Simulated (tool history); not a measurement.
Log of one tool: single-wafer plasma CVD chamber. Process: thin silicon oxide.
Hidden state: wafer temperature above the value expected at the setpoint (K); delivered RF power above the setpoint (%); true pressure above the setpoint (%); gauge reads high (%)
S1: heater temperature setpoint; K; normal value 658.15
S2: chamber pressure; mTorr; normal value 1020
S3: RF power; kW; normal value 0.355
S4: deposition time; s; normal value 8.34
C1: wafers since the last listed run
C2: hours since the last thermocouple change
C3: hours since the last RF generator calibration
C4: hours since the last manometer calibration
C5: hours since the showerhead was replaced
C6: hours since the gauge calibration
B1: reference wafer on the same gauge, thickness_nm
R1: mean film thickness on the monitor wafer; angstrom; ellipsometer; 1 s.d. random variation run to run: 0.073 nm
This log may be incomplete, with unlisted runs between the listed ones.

| run | hour | S1 | S2 | S3 | S4 | C1 | C2 | C3 | C4 | C5 | C6 | B1 | R1 |
|---|---|---|---|---|---|---|---|---|---|---|---|---|---|
| 1 | 0 | 658.15 | 1020 | 0.355 | 8.34 | 0 | 591.7 | 670.2 | 1038.8 | 5799 | 2765.9 | 19.988 | 184.99 |
| 2 | 45.2 | 658.15 | 1020 | 0.355 | 8.34 | 2101 | 636.9 | 715.4 | 1084 | 5844.2 | 2811.1 | 19.982 | 184.79 |
| 3 | 81.7 | 658.15 | 1020 | 0.355 | 7.56 | 1697 | 673.4 | 751.9 | 1120.5 | 5880.7 | 2847.6 | 19.974 | 166.87 |
| 4 | 169.5 | 658.15 | 1020 | 0.355 | 7.56 | 4082 | 761.2 | 839.7 | 1208.3 | 5968.5 | 2935.4 | 20.01 | 167.35 |
| 5 | 267.6 | 658.15 | 1020 | 0.355 | 7.56 | 4561 | 859.3 | 937.8 | 1306.4 | 6066.6 | 3033.5 | 20.05 | 166.95 |
| 6 | 327.8 | 658.15 | 860 | 0.355 | 8.34 | 2799 | 919.5 | 998 | 1366.6 | 6126.8 | 3093.7 | 20.005 | 156.17 |
| 7 | 376 | 658.15 | 1020 | 0.355 | 8.34 | 2241 | 967.7 | 1046.2 | 1414.8 | 6175 | 3141.9 | 19.99 | 183.43 |
| 8 | 439.2 | 647.15 | 1140 | 0.295 | 8.9 | 2938 | 1030.9 | 1109.4 | 1478 | 6238.2 | 3205.1 | 19.96 | 196.79 |
|  | 473.4 | RF generator calibrated |
| 9 | 528.1 | 658.15 | 1020 | 0.355 | 8.34 | 3761 | 1119.8 | 54.7 | 1566.9 | 6327.1 | 3294 | 19.985 | 187.83 |
| 10 | 565.4 | 647.15 | 1180 | 0.355 | 7.27 | 1734 | 1157.1 | 92 | 1604.2 | 6364.4 | 3331.3 | 20.006 | 183.39 |
|  | 761.6 | thermocouple changed; heater temperature recalibrated |
| 11 | 838.3 | 654.15 | 1020 | 0.3 | 8.34 | 12317 | 76.7 | 364.9 | 1877.1 | 6637.3 | 3604.2 | 20.018 | 170.85 |
|  | 884.4 | gauge calibrated |
| 12 | 892.1 | 658.15 | 1020 | 0.39 | 9.86 | 2501 | 130.5 | 418.7 | 1930.9 | 6691.1 | 7.7 | 20.051 | 228.58 |
| 13 | 967.5 | 650.15 | 1020 | 0.355 | 8.98 | 3505 | 205.9 | 494.1 | 2006.3 | 6766.5 | 83.1 | 19.988 | 200.83 |
| 14 | 1083.1 | 658.15 | 1120 | 0.3 | 8.34 | 5375 | 321.5 | 609.7 | 2121.9 | 6882.1 | 198.7 | 19.977 | 183.9 |
| 15 | 1167.3 | 658.15 | 1020 | 0.31 | 7.55 | 3915 | 405.7 | 693.9 | 2206.1 | 6966.3 | 282.9 | 19.984 | 158.26 |
| 16 | 1252 | 658.15 | 1020 | 0.415 | 8.34 | 3938 | 490.4 | 778.6 | 2290.8 | 7051 | 367.6 | 19.961 | 197.96 |
|  | 1266 | showerhead replaced |
| 17 | 1289.8 | 658.15 | 800 | 0.355 | 9.57 | 1385 | 528.2 | 816.4 | 2328.6 | 23.8 | 405.4 | 19.988 | 164.41 |
| 18 | 1364.2 | 651.15 | 1020 | 0.375 | 8.34 | 3459 | 602.6 | 890.8 | 2403 | 98.2 | 479.8 | 20.03 | 188.44 |
|  | 1396.9 | capacitance manometer re-zeroed and calibrated |
| 19 | 1412.6 | 658.15 | 1020 | 0.31 | 8.34 | 1878 | 651 | 939.2 | 15.7 | 146.6 | 528.2 | 19.967 | 172.63 |
| 20 | 1460.3 | 658.15 | 1020 | 0.355 | 8.8 | 2217 | 698.7 | 986.9 | 63.4 | 194.3 | 575.9 | 20.03 | 193.93 |
| 21 | 1524.9 | 658.15 | 1020 | 0.355 | 8.8 | 3003 | 763.3 | 1051.5 | 128 | 258.9 | 640.5 | 19.992 | 192.96 |
| 22 | 1592.1 | 658.15 | 1020 | 0.355 | 8.34 | 3124 | 830.5 | 1118.7 | 195.2 | 326.1 | 707.7 | 19.994 | 184.67 |
| 23 | 1696.6 | 658.15 | 1020 | 0.355 | 6.89 | 4858 | 935 | 1223.2 | 299.7 | 430.6 | 812.2 | 20.006 | 152.75 |
|  | 1756.6 | RF generator calibrated |
| 24 | 1770 | 658.15 | 1020 | 0.355 | 8.34 | 3040 | 1008.4 | 13.4 | 373.1 | 504 | 885.6 | 20.011 | 186.14 |
| 25 | 1925.2 | 658.15 | 1020 | 0.355 | 8.34 | 7216 | 1163.6 | 168.6 | 528.3 | 659.2 | 1040.8 | 19.961 | 187.4 |
| 26 | 2029.7 | 658.15 | 1020 | 0.355 | 8.34 | 4858 | 1268.1 | 273.1 | 632.8 | 763.7 | 1145.3 | 19.984 | 187.51 |
| 27 | 2074 | 658.15 | 1020 | 0.355 | 8.8 | 2059 | 1312.4 | 317.4 | 677.1 | 808 | 1189.6 | 19.987 | 196.51 |
| 28 | 2136.5 | 663.15 | 1150 | 0.285 | 7.75 | 2906 | 1374.9 | 379.9 | 739.6 | 870.5 | 1252.1 | 20.006 | 169.35 |

Run by run, hidden condition taken away, random variation retained:
| run | R1 |
|---|---|
| 1 | 187.48 |
| 2 | 187.44 |
| 3 | 169.37 |
| 4 | 170.14 |
| 5 | 170.05 |
| 6 | 159.25 |
| 7 | 187.21 |
| 8 | 201.47 |
| 9 | 188.32 |
| 10 | 183.98 |
| 11 | 172.34 |
| 12 | 230.49 |
| 13 | 202.95 |
| 14 | 186.39 |
| 15 | 160.66 |
| 16 | 200.81 |
| 17 | 167.14 |
| 18 | 191.53 |
| 19 | 176.11 |
| 20 | 197.77 |
| 21 | 197.03 |
| 22 | 188.8 |
| 23 | 156.48 |
| 24 | 186.21 |
| 25 | 187.99 |
| 26 | 188.46 |
| 27 | 197.66 |
| 28 | 170.67 |
